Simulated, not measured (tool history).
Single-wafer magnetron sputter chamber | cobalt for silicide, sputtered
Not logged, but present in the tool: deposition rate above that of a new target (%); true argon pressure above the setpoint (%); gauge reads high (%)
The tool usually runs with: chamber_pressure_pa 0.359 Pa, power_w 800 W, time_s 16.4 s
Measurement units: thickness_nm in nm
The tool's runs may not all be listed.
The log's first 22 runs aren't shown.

run    hour  chamber_pressure_pa  power_w  time_s  wafers since the last listed run  wafers on the sputter target  hours since the last manometer calibration  hours since the magnet pack was replaced  hours since the gauge calibration  read-back reference wafer on the same gauge, thickness_nm  thickness_nm
 23  1104.5                0.445      800    17.7                              2743                          9937                                       512.0                                     343.4                              995.3                                                      5.530         6.994
 24  1143.8                0.455     1000    18.2                              1824                         11761                                       551.3                                     382.7                             1034.6                                                      5.533         8.911
     1182.0  -- sputter target and shields replaced
 25  1187.9                0.229      800    16.4                              1675                           272                                       595.4                                     426.8                             1078.7                                                      5.534         7.300
 26  1238.8                0.359      800    16.4                              2362                          2635                                       646.3                                     477.7                             1129.6                                                      5.537         6.794
 27  1268.8                0.359      800    16.4                              1392                          4027                                       676.3                                     507.7                             1159.6                                                      5.528         6.842
     1296.4  -- gauge calibrated
 28  1320.1                0.359      800    16.4                              2381                          6408                                       727.6                                     559.0                               23.7                                                      5.533         6.787
 29  1360.6                0.490      850    16.4                              1879                          8288                                       768.1                                     599.5                               64.2                                                      5.534         6.737
 30  1420.2                0.359      800    16.4                              2766                         11055                                       827.7                                     659.1                              123.8                                                      5.528         6.805
     1461.2  -- sputter target and shields replaced
 31  1485.0                0.359      750    18.2                              2636                          1104                                       892.5                                     723.9                              188.6                                                      5.526         7.096
 32  1516.0                0.359      800    14.3                              1438                          2542                                       923.5                                     754.9                              219.6                                                      5.536         5.927
 33  1570.8                0.359      800    17.4                              2543                          5086                                       978.3                                     809.7                              274.4                                                      5.532         7.170
 34  1634.3                0.485      850    14.3                              2947                          8033                                      1041.8                                     873.2                              337.9                                                      5.529         5.910

What if the next run were any one of these 5? Each begins from the tool's condition after run 34:
  A  1634.7                0.359      800    16.4                                18                          8052                                      1042.2                                     873.6                              338.3                                                          ?             ?
  B  1634.7                0.359      800    18.3                                18                          8052                                      1042.2                                     873.6                              338.3                                                          ?             ?
  C  1634.7                0.359      700    14.8                                18                          8052                                      1042.2                                     873.6                              338.3                                                          ?             ?
  D  1634.7                0.408      800    16.4                                18                          8052                                      1042.2                                     873.6                              338.3                                                          ?             ?
  E  1634.7                0.359      850    16.4                                18                          8052                                      1042.2                                     873.6                              338.3                                                          ?             ?

run  read-back reference wafer on the same gauge, thickness_nm  thickness_nm
  A                                                      5.532         6.857
  B                                                      5.532         7.652
  C                                                      5.532         5.460
  D                                                      5.532         6.682
  E                                                      5.532         7.260
The same runs, with their run-to-run variation unchanged, on a tool lacking any hidden condition would have given:
run  thickness_nm
  A         6.857
  B         7.652
  C         5.460
  D         6.682
  E         7.260

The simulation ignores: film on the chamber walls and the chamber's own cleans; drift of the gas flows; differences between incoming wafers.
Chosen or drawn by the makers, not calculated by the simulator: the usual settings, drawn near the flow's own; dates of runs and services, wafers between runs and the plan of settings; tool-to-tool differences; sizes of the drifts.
